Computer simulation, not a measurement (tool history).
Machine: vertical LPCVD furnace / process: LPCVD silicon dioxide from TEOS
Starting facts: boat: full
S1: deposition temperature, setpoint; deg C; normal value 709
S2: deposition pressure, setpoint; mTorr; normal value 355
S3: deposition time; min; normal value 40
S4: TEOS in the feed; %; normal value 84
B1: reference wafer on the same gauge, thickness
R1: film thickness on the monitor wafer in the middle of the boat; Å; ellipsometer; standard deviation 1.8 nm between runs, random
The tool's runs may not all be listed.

Run 1, hour 0: usual settings but S2 320 mTorr; B1 395.83. Result: R1 4217.9 Å.
Run 2, hour 96.8: usual settings but S2 320 mTorr; B1 395.71. Result: R1 4209.9 Å.
Run 3, hour 194.8: usual settings but S2 320 mTorr; B1 396.11. Result: R1 4232.4 Å.
Run 4, hour 247.2: usual settings but S1 701 deg C, S2 325 mTorr; B1 395.74. Result: R1 3554.9 Å.
Run 5, hour 285.7: usual settings but S1 701 deg C, S2 325 mTorr; B1 395.65. Result: R1 3567.8 Å.
Run 6, hour 360.3: usual settings but S1 703 deg C; B1 396.01. Result: R1 3897.6 Å.
Run 7, hour 404.2: usual settings but S1 703 deg C; B1 396.04. Result: R1 3933.2 Å.
Run 8, hour 451.6: usual settings but S3 47 min, S4 92 %; B1 395.84. Result: R1 5509.1 Å.
Run 9, hour 497.4: usual settings but S3 47 min, S4 92 %; B1 396.09. Result: R1 5513.4 Å.
Run 10, hour 569.5: usual settings but S4 95 %; B1 395.94. Result: R1 4825.1 Å.
Run 11, hour 649.6: usual settings but S2 285 mTorr; B1 396.11. Result: R1 4046.2 Å.
Run 12, hour 700.7: usual settings; B1 396.01. Result: R1 4521.1 Å.
Run 13, hour 741: usual settings; B1 395.65. Result: R1 4484.3 Å.
Run 14, hour 847.1: usual settings; B1 396.17. Result: R1 4540.7 Å.
Run 15, hour 937.5: usual settings; B1 396.18. Result: R1 4526.5 Å.
At hour 970.3: TEOS flow controller replaced.
Run 16, hour 983.2: usual settings; B1 396.2. Result: R1 4553.9 Å.
Run 17, hour 1080.2: usual settings but S2 265 mTorr, S3 46.5 min; B1 395.96. Result: R1 4544.2 Å.
Run 18, hour 1150.8: usual settings but S1 703 deg C; B1 395.83. Result: R1 3972.3 Å.
Run 19, hour 1200.4: usual settings but S1 705 deg C, S2 330 mTorr, S4 71 %; B1 396.16. Result: R1 3671.1 Å.
At hour 1235.1: thermocouples replaced and temperature profile calibrated.
Run 20, hour 1285.8: usual settings but S2 395 mTorr; B1 396.03. Result: R1 5004.6 Å.
Run 21, hour 1343.3: usual settings but S2 275 mTorr, S3 53 min; B1 396.4. Result: R1 5571.3 Å.
Run 22, hour 1390.7: usual settings but S1 720 deg C; B1 396.05. Result: R1 6160.9 Å.
Run 23, hour 1462.5: usual settings; B1 396.06. Result: R1 4827.4 Å.
At hour 1513.6: gauge calibrated.
Run 24, hour 1561.3: usual settings but S2 395 mTorr; B1 395.94. Result: R1 5142.9 Å.
At hour 1590.1: thermocouples replaced and temperature profile calibrated, repeated, since the last time left the tool worse.
At hour 1653.9: pressure gauge zeroed.
Run 25, hour 1661.4: usual settings; B1 396.3. Result: R1 4418.4 Å.
Run 26, hour 1727.3: usual settings but S4 79 %; B1 395.92. Result: R1 4313.5 Å.
Run 27, hour 1815.8: usual settings but S1 717 deg C, S2 275 mTorr, S3 24.5 min; B1 395.67. Result: R1 2893.1 Å.
Run 28, hour 1902.1: usual settings but S2 275 mTorr, S3 33 min; B1 395.91. Result: R1 3258.6 Å.
Run 29, hour 1947.8: usual settings but S1 713 deg C; B1 395.92. Result: R1 4906.1 Å.
Run 30, hour 1986.6: usual settings but S2 380 mTorr; B1 396.14. Result: R1 4652.6 Å.
Run 31, hour 2066: usual settings but S1 716 deg C, S2 385 mTorr, S3 49.5 min, S4 76 %; B1 395.97. Result: R1 6465.6 Å.
Run 32, hour 2103.6: usual settings but S1 720 deg C, S2 305 mTorr; B1 395.82. Result: R1 5388 Å.

Table of differences, measured result less the result of that run with no hidden state. Run-to-run variation is the same in both. Gauge scatter possibly is not:
Hidden state present: true tube temperature minus thermocouple reading, K; true pressure minus gauge reading, mTorr; deviation of the TEOS flow from its setpoint, %; gauge reads high (%).
run      R1
  1  +109.6
  2  +127.7
  3  +143.8
  4  +128.9
  5  +133.4
  6    +153
  7  +158.5
  8    +225
  9  +230.1
 10  +207.6
 11    +179
 12  +203.2
 13  +203.8
 14  +211.6
 15  +214.5
 16  +217.5
 17    +220
 18  +196.3
 19  +181.7
 20  +469.2
 21  +546.1
 22  +610.4
 23  +509.2
 24  +568.1
 25   +95.9
 26  +115.5
 27   +92.9
 28  +122.1
 29  +193.2
 30  +192.8
 31  +284.7
 32  +242.5
